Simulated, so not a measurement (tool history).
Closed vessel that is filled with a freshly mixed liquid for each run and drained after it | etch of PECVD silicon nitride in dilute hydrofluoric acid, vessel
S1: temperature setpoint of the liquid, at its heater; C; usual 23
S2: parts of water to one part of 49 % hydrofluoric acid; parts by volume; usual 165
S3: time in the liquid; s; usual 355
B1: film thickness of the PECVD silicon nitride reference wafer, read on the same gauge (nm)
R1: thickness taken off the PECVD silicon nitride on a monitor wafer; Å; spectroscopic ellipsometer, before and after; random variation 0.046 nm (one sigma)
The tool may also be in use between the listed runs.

run   hour    S1   S2   S3     B1     R1
  1      0    23  165  355  50.02   80.6
  2   17.2    23  165  355  50.01   80.3
  3   23.2    23  165  355  49.99     81
  4   40.6    23  220  355  49.98   60.9
  5   48.9    23  220  355  50.01   61.2
  6   61.2    23  165  355  49.99   81.4
  7   68.6    23  165  355  50.02   80.8
  8   77.4    23  165  355     50   81.1
  9   88.5    23  165  355  49.99   82.3
 10  100.8    23  165  355  50.02   82.9
 11  117.7    23  165  355  49.98     83
 12  132.8    23  165  355  49.99   82.8
 13    146    23  165  355     50   82.7
 14  160.8  26.5  230  300     50   62.2
     170.2  -- hydrofluoric acid flow meter replaced
 15  203.7    23  165  355     50   77.5
     214.4  -- thermometer replaced
 16  219.4    21  120  495  49.97  106.7
 17  229.6  18.5  235  355  50.01   33.7
 18  238.1  25.5  135  215     50     56
 19  247.4  20.5  165  225     50   34.2
     257.2  -- gauge calibrated
 20  259.9  19.5  110  260  49.98   55.4
 21  274.8    25  165  430     50   88.1
 22  285.6    23  145  355  49.99   73.6
 23  303.2  21.5  210  355  50.01   46.7
 24  309.8    23  125  165  49.99   39.2
 25  324.6    23  145  355     50   74.7
 26  333.8  19.5  240  355  49.99   35.5

Measured less the same run without the tool's hidden state. The same run-to-run variation is in both; the gauge's scatter may not be:
The hidden state here: liquid hotter than its thermometer reads (K); hydrofluoric acid flow above the setpoint (%); gauge reads high (%).
run     R1
  1  +17.9
  2  +18.1
  3  +18.3
  4  +13.8
  5  +13.9
  6  +18.8
  7  +18.8
  8    +19
  9  +19.4
 10  +19.7
 11    +20
 12  +20.1
 13  +20.2
 14  +14.9
 15  +14.5
 16   +1.9
 17   +0.7
 18   +1.2
 19   +0.8
 20   +1.5
 21   +2.5
 22   +2.3
 23   +1.6
 24   +1.4
 25   +2.9
 26   +1.4
